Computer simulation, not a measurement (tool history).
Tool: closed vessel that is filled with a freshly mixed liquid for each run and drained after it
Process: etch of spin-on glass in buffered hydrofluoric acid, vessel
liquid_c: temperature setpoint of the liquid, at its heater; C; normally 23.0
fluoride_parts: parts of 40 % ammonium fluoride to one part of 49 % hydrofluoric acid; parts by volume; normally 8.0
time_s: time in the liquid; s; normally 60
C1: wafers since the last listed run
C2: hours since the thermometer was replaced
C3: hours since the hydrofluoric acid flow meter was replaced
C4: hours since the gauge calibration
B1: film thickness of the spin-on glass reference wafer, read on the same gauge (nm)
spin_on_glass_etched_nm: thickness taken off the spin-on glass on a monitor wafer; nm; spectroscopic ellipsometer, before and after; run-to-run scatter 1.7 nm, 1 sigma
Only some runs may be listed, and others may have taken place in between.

Run 1, day 0.000: usual settings; C1 0; C2 1128.1; C3 487.0; C4 1181.1; B1 110.01. Result: spin_on_glass_etched_nm 279.21 nm.
Run 2, day 2.125: usual settings; C1 6026; C2 1179.1; C3 538.0; C4 1232.1; B1 110.02. Result: spin_on_glass_etched_nm 276.41 nm.
Run 3, day 3.642: usual settings; C1 4301; C2 1215.5; C3 574.4; C4 1268.5; B1 110.00. Result: spin_on_glass_etched_nm 276.20 nm.
Run 4, day 7.729: usual settings but fluoride_parts 7.0 parts by volume; C1 11591; C2 1313.6; C3 672.5; C4 1366.6; B1 110.03. Result: spin_on_glass_etched_nm 320.21 nm.
At day 9.146: thermometer replaced.
Run 5, day 11.925: usual settings but fluoride_parts 7.0 parts by volume; C1 11780; C2 66.7; C3 773.2; C4 1467.3; B1 109.95. Result: spin_on_glass_etched_nm 338.44 nm.
Run 6, day 15.267: usual settings but fluoride_parts 7.0 parts by volume; C1 9476; C2 146.9; C3 853.4; C4 1547.5; B1 110.01. Result: spin_on_glass_etched_nm 339.35 nm.
Run 7, day 17.358: usual settings; C1 5931; C2 197.1; C3 903.6; C4 1597.7; B1 110.03. Result: spin_on_glass_etched_nm 288.93 nm.
Run 8, day 21.521: usual settings; C1 11804; C2 297.0; C3 1003.5; C4 1697.6; B1 109.98. Result: spin_on_glass_etched_nm 292.22 nm.
Run 9, day 24.333: usual settings; C1 7976; C2 364.5; C3 1071.0; C4 1765.1; B1 109.97. Result: spin_on_glass_etched_nm 292.92 nm.
Run 10, day 27.175: usual settings; C1 8058; C2 432.7; C3 1139.2; C4 1833.3; B1 109.98. Result: spin_on_glass_etched_nm 284.98 nm.
Run 11, day 31.179: usual settings; C1 11355; C2 528.8; C3 1235.3; C4 1929.4; B1 110.03. Result: spin_on_glass_etched_nm 286.48 nm.
Run 12, day 34.358: usual settings; C1 9015; C2 605.1; C3 1311.6; C4 2005.7; B1 109.98. Result: spin_on_glass_etched_nm 285.73 nm.
At day 36.942: gauge calibrated.
Run 13, day 38.346: usual settings; C1 11308; C2 700.8; C3 1407.3; C4 33.7; B1 110.01. Result: spin_on_glass_etched_nm 284.37 nm.
At day 40.129: hydrofluoric acid flow meter replaced.
Run 14, day 41.221: usual settings; C1 8035; C2 769.8; C3 26.2; C4 102.7; B1 110.02. Result: spin_on_glass_etched_nm 282.94 nm.
Run 15, day 44.929: usual settings; C1 10516; C2 858.8; C3 115.2; C4 191.7; B1 110.03. Result: spin_on_glass_etched_nm 278.52 nm.
Run 16, day 48.225: usual settings but time_s 40 s; C1 9346; C2 937.9; C3 194.3; C4 270.8; B1 110.06. Result: spin_on_glass_etched_nm 187.16 nm.
Run 17, day 51.771: usual settings but liquid_c 19.5 C, fluoride_parts 5.5 parts by volume, time_s 80 s; C1 10055; C2 1023.0; C3 279.4; C4 355.9; B1 110.00. Result: spin_on_glass_etched_nm 435.00 nm.
Run 18, day 53.917: usual settings but time_s 85 s; C1 6085; C2 1074.5; C3 330.9; C4 407.4; B1 110.00. Result: spin_on_glass_etched_nm 395.31 nm.
Run 19, day 57.121: usual settings; C1 9086; C2 1151.4; C3 407.8; C4 484.3; B1 109.96. Result: spin_on_glass_etched_nm 279.58 nm.
At day 62.138: thermometer replaced.
Run 20, day 62.288: usual settings but liquid_c 20.5 C, fluoride_parts 10.0 parts by volume; C1 14534; C2 3.6; C3 531.8; C4 608.3; B1 109.95. Result: spin_on_glass_etched_nm 212.37 nm.
Run 21, day 65.900: usual settings; C1 10244; C2 90.3; C3 618.5; C4 695.0; B1 110.01. Result: spin_on_glass_etched_nm 291.95 nm.
Run 22, day 73.833: usual settings but liquid_c 26.0 C, fluoride_parts 6.5 parts by volume, time_s 50 s; C1 22498; C2 280.7; C3 808.9; C4 885.4; B1 110.00. Result: spin_on_glass_etched_nm 355.15 nm.
Run 23, day 76.354: usual settings but liquid_c 21.0 C, fluoride_parts 11.0 parts by volume; C1 7148; C2 341.2; C3 869.4; C4 945.9; B1 109.98. Result: spin_on_glass_etched_nm 197.07 nm.
Run 24, day 78.200: usual settings; C1 5234; C2 385.5; C3 913.7; C4 990.2; B1 110.03. Result: spin_on_glass_etched_nm 288.47 nm.
Run 25, day 81.533: usual settings; C1 9453; C2 465.5; C3 993.7; C4 1070.2; B1 110.03. Result: spin_on_glass_etched_nm 289.40 nm.
Run 26, day 84.704: usual settings but liquid_c 21.5 C, fluoride_parts 5.5 parts by volume, time_s 80 s; C1 8992; C2 541.6; C3 1069.8; C4 1146.3; B1 110.00. Result: spin_on_glass_etched_nm 495.05 nm.
Run 27, day 86.429: usual settings but liquid_c 19.5 C, time_s 70 s; C1 4891; C2 583.0; C3 1111.2; C4 1187.7; B1 109.99. Result: spin_on_glass_etched_nm 272.51 nm.
Run 28, day 88.700: usual settings but liquid_c 27.5 C, fluoride_parts 10.0 parts by volume, time_s 35 s; C1 6439; C2 637.5; C3 1165.7; C4 1242.2; B1 109.99. Result: spin_on_glass_etched_nm 175.87 nm.
Run 29, day 90.408: usual settings but fluoride_parts 10.5 parts by volume; C1 4844; C2 678.5; C3 1206.7; C4 1283.2; B1 110.02. Result: spin_on_glass_etched_nm 225.93 nm.
Run 30, day 93.221: usual settings; C1 7976; C2 746.0; C3 1274.2; C4 1350.7; B1 109.99. Result: spin_on_glass_etched_nm 279.16 nm.

Consider 5 possible next runs. They are alternatives, not a sequence: every one starts from the tool as it was left by run 30. What does each give?
Run A, day 93.250: usual settings but liquid_c 26.5 C; C1 82; C2 746.7; C3 1274.9; C4 1351.4; B1 ?. Result: spin_on_glass_etched_nm ?.
Run B, day 93.250: usual settings but liquid_c 19.0 C, fluoride_parts 11.0 parts by volume, time_s 90 s; C1 82; C2 746.7; C3 1274.9; C4 1351.4; B1 ?. Result: spin_on_glass_etched_nm ?.
Run C, day 93.250: usual settings but liquid_c 27.0 C; C1 82; C2 746.7; C3 1274.9; C4 1351.4; B1 ?. Result: spin_on_glass_etched_nm ?.
Run D, day 93.250: usual settings but fluoride_parts 5.0 parts by volume; C1 82; C2 746.7; C3 1274.9; C4 1351.4; B1 ?. Result: spin_on_glass_etched_nm ?.
Run E, day 93.250: usual settings but liquid_c 19.5 C, fluoride_parts 5.5 parts by volume, time_s 90 s; C1 82; C2 746.7; C3 1274.9; C4 1351.4; B1 ?. Result: spin_on_glass_etched_nm ?.

run      B1  spin_on_glass_etched_nm
  A  109.98                   346.39
  B  109.98                   257.70
  C  109.98                   355.83
  D  109.98                   441.03
  E  109.98                   502.29
Stripped of hidden state, with their random variation kept, the same runs would have yielded:
run  spin_on_glass_etched_nm
  A                   360.63
  B                   268.86
  C                   370.41
  D                   459.55
  E                   523.91
